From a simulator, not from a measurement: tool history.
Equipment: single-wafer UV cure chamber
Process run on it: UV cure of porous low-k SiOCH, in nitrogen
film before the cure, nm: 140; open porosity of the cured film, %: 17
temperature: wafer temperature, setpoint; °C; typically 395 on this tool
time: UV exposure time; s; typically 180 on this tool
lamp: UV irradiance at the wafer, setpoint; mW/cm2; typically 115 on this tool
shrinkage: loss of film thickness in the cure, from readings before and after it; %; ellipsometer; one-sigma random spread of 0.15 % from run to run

{"run": 1, "hour": 0.0, "temperature": 401, "time": 180, "lamp": 136, "shrinkage": 12.142}
{"run": 2, "hour": 19.7, "temperature": 401, "time": 180, "lamp": 136, "shrinkage": 12.227}
{"run": 3, "hour": 48.6, "temperature": 401, "time": 180, "lamp": 136, "shrinkage": 11.857}
{"run": 4, "hour": 61.2, "temperature": 395, "time": 180, "lamp": 115, "shrinkage": 11.618}
{"run": 5, "hour": 79.9, "temperature": 395, "time": 180, "lamp": 115, "shrinkage": 11.367}
{"run": 6, "hour": 92.3, "temperature": 395, "time": 180, "lamp": 115, "shrinkage": 11.266}
{"run": 7, "hour": 119.3, "temperature": 395, "time": 180, "lamp": 115, "shrinkage": 11.146}
{"run": 8, "hour": 136.0, "temperature": 395, "time": 180, "lamp": 115, "shrinkage": 11.072}
{"run": 9, "hour": 168.8, "temperature": 382, "time": 180, "lamp": 115, "shrinkage": 10.904}
{"run": 10, "hour": 181.5, "temperature": 382, "time": 180, "lamp": 115, "shrinkage": 11.171}
{"run": 11, "hour": 215.4, "temperature": 382, "time": 180, "lamp": 115, "shrinkage": 10.924}
{"run": 12, "hour": 240.4, "temperature": 395, "time": 180, "lamp": 140, "shrinkage": 11.713}
{"run": 13, "hour": 269.6, "temperature": 395, "time": 75, "lamp": 148, "shrinkage": 8.399}
{"run": 14, "hour": 283.5, "temperature": 403, "time": 180, "lamp": 115, "shrinkage": 10.922}
{"run": 15, "hour": 306.0, "temperature": 408, "time": 75, "lamp": 155, "shrinkage": 8.564}
{"run": 16, "hour": 325.9, "temperature": 382, "time": 180, "lamp": 115, "shrinkage": 10.526}
{"run": 17, "hour": 352.6, "temperature": 390, "time": 215, "lamp": 85, "shrinkage": 10.167}
{"run": 18, "hour": 377.2, "temperature": 375, "time": 180, "lamp": 85, "shrinkage": 9.01}
{"run": 19, "hour": 395.2, "temperature": 405, "time": 240, "lamp": 91, "shrinkage": 10.938}
{"run": 20, "hour": 418.2, "temperature": 385, "time": 80, "lamp": 78, "shrinkage": 6.649}
{"run": 21, "hour": 511.1, "temperature": 390, "time": 215, "lamp": 85, "shrinkage": 11.214}
{"run": 22, "hour": 523.2, "temperature": 395, "time": 250, "lamp": 115, "shrinkage": 13.484}
{"run": 23, "hour": 558.0, "temperature": 395, "time": 180, "lamp": 115, "shrinkage": 11.677}
{"run": 24, "hour": 572.1, "temperature": 410, "time": 105, "lamp": 84, "shrinkage": 8.176}

Removed from this log: 2 entries logged between the listed runs. Between which two listed runs does each belong, and how does the tool's hidden state at the listed run before it compare with that at the listed run after it?
In the gap between runs 14 and 15: UV bulbs replaced (hour 296.0)
  transmission lost against a clean window, %: 17.2 -> 18.2
  measured minus no-state result, shrinkage: -0.855 -> -0.852 %
In the gap between runs 19 and 20: quartz window cleaned (hour 412.1)
  transmission lost against a clean window, %: 22.2 -> 0.181
  measured minus no-state result, shrinkage: -1.144 -> -0.008 %
